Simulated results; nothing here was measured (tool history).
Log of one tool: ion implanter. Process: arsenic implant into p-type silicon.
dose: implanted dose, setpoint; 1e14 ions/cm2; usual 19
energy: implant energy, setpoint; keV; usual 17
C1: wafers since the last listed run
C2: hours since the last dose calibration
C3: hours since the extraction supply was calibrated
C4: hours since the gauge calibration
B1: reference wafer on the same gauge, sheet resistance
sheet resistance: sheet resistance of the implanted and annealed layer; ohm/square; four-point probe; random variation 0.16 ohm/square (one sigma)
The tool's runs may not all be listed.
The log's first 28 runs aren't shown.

Run 29, day 15.938: usual settings but dose 22.08 1e14 ions/cm2, energy 12.5 keV; C1 259; C2 305; C3 216.9; C4 228.3; B1 101.01. Result: sheet resistance 111.57 ohm/square.
Run 30, day 16.196: usual settings but dose 15.37 1e14 ions/cm2, energy 20 keV; C1 121; C2 311.2; C3 223.1; C4 234.5; B1 100.97. Result: sheet resistance 109.87 ohm/square.
Run 31, day 16.475: usual settings but dose 14.56 1e14 ions/cm2, energy 11 keV; C1 130; C2 317.9; C3 229.8; C4 241.2; B1 101.01. Result: sheet resistance 125.25 ohm/square.
Run 32, day 17.012: usual settings but energy 13 keV; C1 251; C2 330.8; C3 242.7; C4 254.1; B1 101.02. Result: sheet resistance 114.05 ohm/square.
Run 33, day 17.312: usual settings; C1 140; C2 338; C3 249.9; C4 261.3; B1 101.01. Result: sheet resistance 107.81 ohm/square.
Run 34, day 17.625: usual settings; C1 146; C2 345.5; C3 257.4; C4 268.8; B1 100.99. Result: sheet resistance 107.96 ohm/square.
Run 35, day 18.112: usual settings but dose 16.92 1e14 ions/cm2, energy 18.5 keV; C1 228; C2 357.2; C3 269.1; C4 280.5; B1 100.97. Result: sheet resistance 108.48 ohm/square.
Run 36, day 18.817: usual settings but dose 17.31 1e14 ions/cm2, energy 18.5 keV; C1 330; C2 374.1; C3 286; C4 297.4; B1 101.03. Result: sheet resistance 108.09 ohm/square.

5 ways to go on from here, each from the tool as it stands after run 36. What would each give?
Run A, day 18.833: usual settings; C1 7; C2 374.5; C3 286.4; C4 297.8; B1 ?. Result: sheet resistance ?.
Run B, day 18.833: usual settings but dose 23.98 1e14 ions/cm2, energy 14.5 keV; C1 7; C2 374.5; C3 286.4; C4 297.8; B1 ?. Result: sheet resistance ?.
Run C, day 18.833: usual settings but dose 15.88 1e14 ions/cm2, energy 19.5 keV; C1 7; C2 374.5; C3 286.4; C4 297.8; B1 ?. Result: sheet resistance ?.
Run D, day 18.833: usual settings but dose 24.69 1e14 ions/cm2, energy 12 keV; C1 7; C2 374.5; C3 286.4; C4 297.8; B1 ?. Result: sheet resistance ?.
Run E, day 18.833: usual settings but dose 17.18 1e14 ions/cm2; C1 7; C2 374.5; C3 286.4; C4 297.8; B1 ?. Result: sheet resistance ?.

run   B1  sheet resistance
  A  101            107.79
  B  101            107.13
  C  101            109.04
  D  101            110.45
  E  101            110.35
Without the tool's hidden state the same runs would have given:
run  sheet resistance
  A            108.07
  B            107.33
  C            109.44
  D            110.65
  E            110.69
